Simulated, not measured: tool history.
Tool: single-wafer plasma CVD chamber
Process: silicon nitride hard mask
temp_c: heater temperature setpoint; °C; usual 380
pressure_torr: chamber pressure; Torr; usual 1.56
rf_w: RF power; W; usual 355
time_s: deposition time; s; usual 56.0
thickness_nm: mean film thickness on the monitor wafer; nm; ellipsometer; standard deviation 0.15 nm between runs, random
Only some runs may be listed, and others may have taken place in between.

run	hour	temp_c	pressure_torr	rf_w	time_s	wafers since the last listed run	hours since the last thermocouple change	hours since the last RF generator calibration	hours since the last manometer calibration	hours since the showerhead was replaced	hours since the gauge calibration	read-back reference wafer on the same gauge, thickness_nm	thickness_nm
1	0.0	386	1.85	355	56.0	0	1049.1	2294.4	2931.3	4008.4	152.6	63.190	68.675
2	31.3	386	1.85	355	56.0	560	1080.4	2325.7	2962.6	4039.7	183.9	63.241	68.578
3	62.1	386	1.85	355	56.0	551	1111.2	2356.5	2993.4	4070.5	214.7	63.191	68.466
4	93.5	380	1.56	355	56.0	561	1142.6	2387.9	3024.8	4101.9	246.1	63.210	64.931
5	110.1	380	1.56	355	56.0	297	1159.2	2404.5	3041.4	4118.5	262.7	63.161	64.674
6	124.3	380	1.56	355	56.0	254	1173.4	2418.7	3055.6	4132.7	276.9	63.208	64.836
7	159.9	372	1.56	355	56.0	637	1209.0	2454.3	3091.2	4168.3	312.5	63.183	64.990
8	184.7	380	1.56	355	56.0	443	1233.8	2479.1	3116.0	4193.1	337.3	63.208	64.184
9	208.9	380	1.56	355	56.0	433	1258.0	2503.3	3140.2	4217.3	361.5	63.169	64.200
10	223.9	380	1.56	355	64.4	268	1273.0	2518.3	3155.2	4232.3	376.5	63.214	73.907
# hour 253.7: showerhead replaced
11	254.6	380	1.56	355	64.4	406	1303.7	2549.0	3185.9	0.9	407.2	63.237	73.330
# hour 273.3: capacitance manometer re-zeroed and calibrated
12	273.8	380	1.72	420	56.0	200	1322.9	2568.2	0.5	20.1	426.4	63.229	76.920
# hour 325.7: gauge calibrated
# hour 327.0: thermocouple changed; heater temperature recalibrated
13	336.5	370	1.56	355	62.9	978	9.5	2630.9	63.2	82.8	10.8	63.224	71.774

Run 14 is up next; what results do you expect?
14	366.3	380	1.56	355	56.0	533	39.3	2660.7	93.0	112.6	40.6	?	?

For run 14 the tool returned read-back reference wafer on the same gauge, thickness_nm 63.203, thickness_nm 63.886 nm.
With no hidden state in the tool, this same run would have given thickness_nm 70.403 nm.

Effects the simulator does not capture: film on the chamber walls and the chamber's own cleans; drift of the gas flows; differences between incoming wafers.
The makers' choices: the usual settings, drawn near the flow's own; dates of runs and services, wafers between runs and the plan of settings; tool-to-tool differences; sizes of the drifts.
